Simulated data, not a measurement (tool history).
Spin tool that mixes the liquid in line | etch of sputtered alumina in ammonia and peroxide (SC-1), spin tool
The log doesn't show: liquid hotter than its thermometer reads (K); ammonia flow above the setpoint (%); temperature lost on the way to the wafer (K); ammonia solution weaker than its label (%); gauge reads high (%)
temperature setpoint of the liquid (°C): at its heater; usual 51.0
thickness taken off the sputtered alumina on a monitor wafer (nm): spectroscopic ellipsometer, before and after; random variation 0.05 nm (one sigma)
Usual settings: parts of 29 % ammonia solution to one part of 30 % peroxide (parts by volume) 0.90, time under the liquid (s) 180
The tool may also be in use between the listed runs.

run    hour  temperature setpoint of the liquid (°C)  parts of 29 % ammonia solution to one part of 30 % peroxide (parts by volume)  time under the liquid (s)  wafers since the last listed run  hours since the thermometer was replaced  hours since the ammonia flow meter was replaced  hours since the heated supply line was repaired  hours since the drum of ammonia solution was connected  hours since the gauge calibration  read-back film thickness of the sputtered alumina reference wafer, read on the same gauge (nm)  thickness taken off the sputtered alumina on a monitor wafer (nm)
  1     0.0                                     51.0                                                                           0.45                        240                                 0                                     312.5                                            531.3                                             71.2                                                   710.2                             4222.0                                                                                           50.04                                                              12.55
  2    91.6                                     45.5                                                                           1.20                        115                               358                                     404.1                                            622.9                                            162.8                                                   801.8                             4313.6                                                                                           49.99                                                               4.85
  3   136.3                                     51.0                                                                           0.90                        180                               174                                     448.8                                            667.6                                            207.5                                                   846.5                             4358.3                                                                                           50.03                                                              10.04
      193.7  -- ammonia flow meter replaced
      326.7  -- new drum of ammonia solution connected
  4   346.2                                     46.0                                                                           1.05                        145                               813                                     658.7                                            152.5                                            417.4                                                    19.5                             4568.2                                                                                           49.97                                                               6.08
  5   452.6                                     51.0                                                                           1.05                        180                               416                                     765.1                                            258.9                                            523.8                                                   125.9                             4674.6                                                                                           49.98                                                               9.95
  6   492.4                                     57.5                                                                           0.70                        260                               155                                     804.9                                            298.7                                            563.6                                                   165.7                             4714.4                                                                                           49.99                                                              19.41
      532.3  -- gauge calibrated
  7   583.7                                     59.0                                                                           0.45                        110                               357                                     896.2                                            390.0                                            654.9                                                   257.0                               51.4                                                                                           49.99                                                               8.43
  8   687.0                                     44.0                                                                           1.20                        100                               404                                     999.5                                            493.3                                            758.2                                                   360.3                              154.7                                                                                           50.06                                                               3.68
      697.3  -- heated supply line repaired
  9   792.1                                     51.0                                                                           0.90                        180                               407                                    1104.6                                            598.4                                             94.8                                                   465.4                              259.8                                                                                           50.02                                                              10.09
 10   892.1                                     59.5                                                                           0.90                        180                               391                                    1204.6                                            698.4                                            194.8                                                   565.4                              359.8                                                                                           50.02                                                              15.62
 11   956.5                                     51.0                                                                           1.20                        220                               251                                    1269.0                                            762.8                                            259.2                                                   629.8                              424.2                                                                                           49.97                                                              12.54
     1055.5  -- ammonia flow meter replaced
 12  1059.5                                     51.0                                                                           0.75                        180                               398                                    1372.0                                              4.0                                            362.2                                                   732.8                              527.2                                                                                           50.01                                                               9.72
 13  1099.8                                     41.5                                                                           1.20                        250                               157                                    1412.3                                             44.3                                            402.5                                                   773.1                              567.5                                                                                           50.00                                                               8.19
 14  1182.0                                     48.0                                                                           1.15                        135                               321                                    1494.5                                            126.5                                            484.7                                                   855.3                              649.7                                                                                           50.00                                                               6.38
 15  1229.4                                     44.0                                                                           1.20                        100                               185                                    1541.9                                            173.9                                            532.1                                                   902.7                              697.1                                                                                           50.00                                                               3.73
 16  1270.6                                     51.0                                                                           0.90                        180                               161                                    1583.1                                            215.1                                            573.3                                                   943.9                              738.3                                                                                           49.99                                                               9.71
 17  1357.3                                     44.5                                                                           0.70                        280                               339                                    1669.8                                            301.8                                            660.0                                                  1030.6                              825.0                                                                                           50.00                                                              10.16
     1370.8  -- new drum of ammonia solution connected
 18  1443.3                                     51.0                                                                           0.90                        180                               332                                    1755.8                                            387.8                                            746.0                                                    72.5                              911.0                                                                                           49.95                                                               9.60
 19  1538.6                                     55.5                                                                           0.45                        280                               372                                    1851.1                                            483.1                                            841.3                                                   167.8                             1006.3                                                                                           50.03                                                              17.58
 20  1605.2                                     51.0                                                                           0.60                        180                               260                                    1917.7                                            549.7                                            907.9                                                   234.4                             1072.9                                                                                           50.03                                                               9.08
     1636.3  -- heated supply line repaired
 21  1673.4                                     43.0                                                                           0.90                        180                               262                                    1985.9                                            617.9                                             37.1                                                   302.6                             1141.1                                                                                           50.02                                                               6.46
 22  1763.0                                     58.5                                                                           1.10                        230                               350                                    2075.5                                            707.5                                            126.7                                                   392.2                             1230.7                                                                                           50.01                                                              19.50
 23  1822.9                                     41.5                                                                           1.15                        150                               234                                    2135.4                                            767.4                                            186.6                                                   452.1                             1290.6                                                                                           50.01                                                               5.00
 24  1871.8                                     42.5                                                                           0.50                        255                               191                                    2184.3                                            816.3                                            235.5                                                   501.0                             1339.5                                                                                           49.96                                                               8.32

What the log doesn't show, run by run:
liquid hotter than its thermometer reads (K): 0 in every run
ammonia flow above the setpoint (%): 0 in every run
ammonia solution weaker than its label (%): 0 in every run
gauge reads high (%): 0 in every run
H1: temperature lost on the way to the wafer (K)
run     H1
  1  0.289
  2  0.419
  3  0.483
  4  0.783
  5  0.935
  6  0.991
  7   1.12
  8   1.27
  9  0.301
 10  0.443
 11  0.535
 12  0.682
 13   0.74
 14  0.857
 15  0.925
 16  0.984
 17   1.11
 18   1.23
 19   1.37
 20   1.46
 21  0.175
 22  0.303
 23  0.388
 24  0.458
